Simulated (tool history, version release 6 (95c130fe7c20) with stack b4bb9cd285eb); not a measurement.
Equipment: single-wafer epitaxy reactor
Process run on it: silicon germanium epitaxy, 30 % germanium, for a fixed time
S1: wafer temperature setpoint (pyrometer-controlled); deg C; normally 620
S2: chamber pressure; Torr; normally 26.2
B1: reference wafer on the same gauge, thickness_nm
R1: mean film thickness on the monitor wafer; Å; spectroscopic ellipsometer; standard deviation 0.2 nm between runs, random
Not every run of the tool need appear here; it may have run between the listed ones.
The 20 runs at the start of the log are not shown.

run 21 day=15 | S1=620 S2=26.2 | B1=78.695 | R1=896.12
run 22 day=15.638 | S1=626 S2=21.7 | B1=78.74 | R1=935.77
run 23 day=16.104 | S1=629 S2=26.2 | B1=78.717 | R1=1069.36
run 24 day=16.379 | S1=620 S2=26.2 | B1=78.703 | R1=891.1
run 25 day=17.092 | S1=609 S2=22.4 | B1=78.681 | R1=671.13
run 26 day=17.6 | S1=609 S2=29.7 | B1=78.722 | R1=748.32
run 27 day=17.888 | S1=605 S2=24.4 | B1=78.725 | R1=638.55
run 28 day=18.367 | S1=620 S2=26.2 | B1=78.695 | R1=889.58
run 29 day=18.854 | S1=631 S2=28.5 | B1=78.701 | R1=1143.42
run 30 day=19.471 | S1=609 S2=19.8 | B1=78.703 | R1=640.55
run 31 day=20.096 | S1=611 S2=31.6 | B1=78.737 | R1=798.08
-- day=20.217 gauge calibrated
run 32 day=20.371 | S1=626 S2=31.1 | B1=78.741 | R1=1072.36
run 33 day=21.012 | S1=610 S2=29.5 | B1=78.719 | R1=763.16
run 34 day=21.288 | S1=613 S2=22.7 | B1=78.66 | R1=730.59
run 35 day=21.692 | S1=610 S2=20.5 | B1=78.739 | R1=658.81

Below are 4 alternative next runs, each starting from the tool's condition after run 35. Predict each:
run A day=21.708 | S1=620 S2=26.2 | B1=? | R1=?
run B day=21.708 | S1=633 S2=21 | B1=? | R1=?
run C day=21.708 | S1=620 S2=30.9 | B1=? | R1=?
run D day=21.708 | S1=632 S2=20.6 | B1=? | R1=?

run=A B1=78.705 R1=889.09
run=B B1=78.705 R1=1053.39
run=C B1=78.705 R1=948.2
run=D B1=78.705 R1=1025.55
With the hidden condition removed and each run's random variation left untouched, the same runs would have given:
run=A R1=899.16
run=B R1=1064.34
run=C R1=958.94
run=D R1=1036.28
